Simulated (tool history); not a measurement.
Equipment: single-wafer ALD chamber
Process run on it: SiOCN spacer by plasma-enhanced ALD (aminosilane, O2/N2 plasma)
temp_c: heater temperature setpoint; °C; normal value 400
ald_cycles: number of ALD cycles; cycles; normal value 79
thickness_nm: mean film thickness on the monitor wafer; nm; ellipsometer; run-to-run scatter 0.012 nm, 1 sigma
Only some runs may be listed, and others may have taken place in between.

| run | hour | temp_c | ald_cycles | wafers since the last listed run | hours since the last thermocouple change | hours since the gauge calibration | read-back reference wafer on the same gauge, thickness_nm | thickness_nm |
|---|---|---|---|---|---|---|---|---|
| 1 | 0 | 400 | 79 | 0 | 2391.7 | 1054.1 | 4.257 | 4.697 |
|  | 0.8 | gauge calibrated |
| 2 | 37.6 | 400 | 79 | 163 | 2429.3 | 36.8 | 4.258 | 4.723 |
| 3 | 106.9 | 400 | 79 | 302 | 2498.6 | 106.1 | 4.262 | 4.726 |
| 4 | 164.2 | 400 | 79 | 249 | 2555.9 | 163.4 | 4.264 | 4.708 |
| 5 | 240.2 | 400 | 79 | 331 | 2631.9 | 239.4 | 4.26 | 4.725 |
| 6 | 277 | 400 | 79 | 160 | 2668.7 | 276.2 | 4.258 | 4.714 |
| 7 | 320.3 | 400 | 79 | 188 | 2712 | 319.5 | 4.259 | 4.727 |
| 8 | 371.8 | 412 | 79 | 224 | 2763.5 | 371 | 4.263 | 4.542 |
| 9 | 435.8 | 396 | 79 | 279 | 2827.5 | 435 | 4.261 | 4.728 |
| 10 | 514 | 400 | 79 | 340 | 2905.7 | 513.2 | 4.259 | 4.731 |
|  | 654.2 | thermocouple changed; heater temperature recalibrated |
| 11 | 820.9 | 400 | 69 | 1303 | 166.7 | 820.1 | 4.261 | 4.131 |
|  | 1069.4 | gauge calibrated |
| 12 | 1108.1 | 387 | 90 | 1252 | 453.9 | 38.7 | 4.254 | 5.356 |
| 13 | 1164.2 | 388 | 67 | 244 | 510 | 94.8 | 4.258 | 3.979 |
| 14 | 1231.3 | 400 | 79 | 292 | 577.1 | 161.9 | 4.262 | 4.719 |
| 15 | 1335.1 | 388 | 84 | 452 | 680.9 | 265.7 | 4.259 | 5.026 |
| 16 | 1404.2 | 394 | 72 | 301 | 750 | 334.8 | 4.259 | 4.316 |

Run 17 has not been measured yet. What should we expect?
| 17 | 1480.9 | 400 | 79 | 334 | 826.7 | 411.5 | ? | ? |

{"run 17": {"read-back reference wafer on the same gauge, thickness_nm": 4.259, "thickness_nm": 4.712}}
If the tool had no hidden condition, the same run with the same run-to-run variation would have returned thickness_nm 4.712 nm.

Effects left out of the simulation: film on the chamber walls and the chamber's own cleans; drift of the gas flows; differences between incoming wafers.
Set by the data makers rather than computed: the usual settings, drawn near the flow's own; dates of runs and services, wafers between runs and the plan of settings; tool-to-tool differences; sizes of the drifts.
